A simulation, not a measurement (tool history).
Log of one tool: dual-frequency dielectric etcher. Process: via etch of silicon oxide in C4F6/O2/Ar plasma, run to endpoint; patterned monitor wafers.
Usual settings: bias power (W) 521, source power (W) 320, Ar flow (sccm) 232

run,hour,bias power (W),source power (W),Ar flow (sccm),"incoming incoming film thickness, nm",endpoint time (s)
1,0.0,521,320,271,166.8,36.5
2,101.1,521,320,271,165.3,36.2
3,147.4,521,320,232,167.4,35.6
4,237.2,521,320,232,167.5,36.5
5,344.1,521,320,232,169.0,36.3
6,445.1,521,260,232,166.7,39.3
7,515.6,521,260,232,166.8,39.3
8,586.1,521,260,232,165.3,38.8
9,849.0,521,340,232,166.9,35.4
10,924.2,521,340,232,167.5,35.6
11,1027.7,521,340,232,166.8,35.4
12,1112.5,521,320,232,167.0,36.9
13,1180.3,521,320,232,166.5,36.6
14,1438.8,521,370,232,167.6,34.2
15,1530.6,521,340,232,167.0,35.0
16,1614.9,521,320,232,165.2,35.6
17,1713.9,521,320,232,167.2,36.1
18,1778.4,417,340,211,167.4,40.6
19,1847.2,597,380,232,168.0,31.4
20,1954.6,600,320,232,167.1,33.3
21,2009.7,597,380,232,166.7,31.3
22,2070.5,521,320,264,166.1,36.4
23,2110.0,447,350,271,166.3,38.5
24,2155.5,410,320,232,168.2,41.7
25,2257.2,447,290,257,168.6,41.8
26,2334.5,521,320,232,165.2,35.6
27,2387.8,406,320,283,168.9,43.6
28,2436.7,554,320,263,166.6,35.1

Not shown: 9 entries that the log had between the listed runs. Between which runs, and how does the tool's hidden state differ before and after?
Between runs 1 and 2: wet clean of the chamber (hour 100.6)
  source power that arrives over what is set, %: -0.658 -> -0.803
  measured less the result without the state, endpoint time (s): +0.1 -> +0.2
Between runs 8 and 9: wet clean of the chamber (hour 730.2)
  source power that arrives over what is set, %: -1.9 -> -2.78
  measured less the result without the state, endpoint time (s): +0.3 -> +0.4
Between runs 11 and 12: Ar flow controller replaced (hour 1106.7); source power generator calibrated (hour 1112.0)
  source power that arrives over what is set, %: -3.48 -> -6.36
  measured less the result without the state, endpoint time (s): +0.5 -> +1.0
Between runs 13 and 14: wet clean of the chamber (hour 1325.8); bias power generator calibrated (hour 1348.9); upper electrode replaced (hour 1390.6); source power generator calibrated, repeated, since the last time left the tool worse (hour 1423.0)
  source power that arrives over what is set, %: -6.37 -> -0.309
  measured less the result without the state, endpoint time (s): +0.9 -> +0.0
Between runs 19 and 20: wet clean of the chamber (hour 1908.7)
  source power that arrives over what is set, %: -0.563 -> -0.708
  measured less the result without the state, endpoint time (s): +0.1 -> +0.1
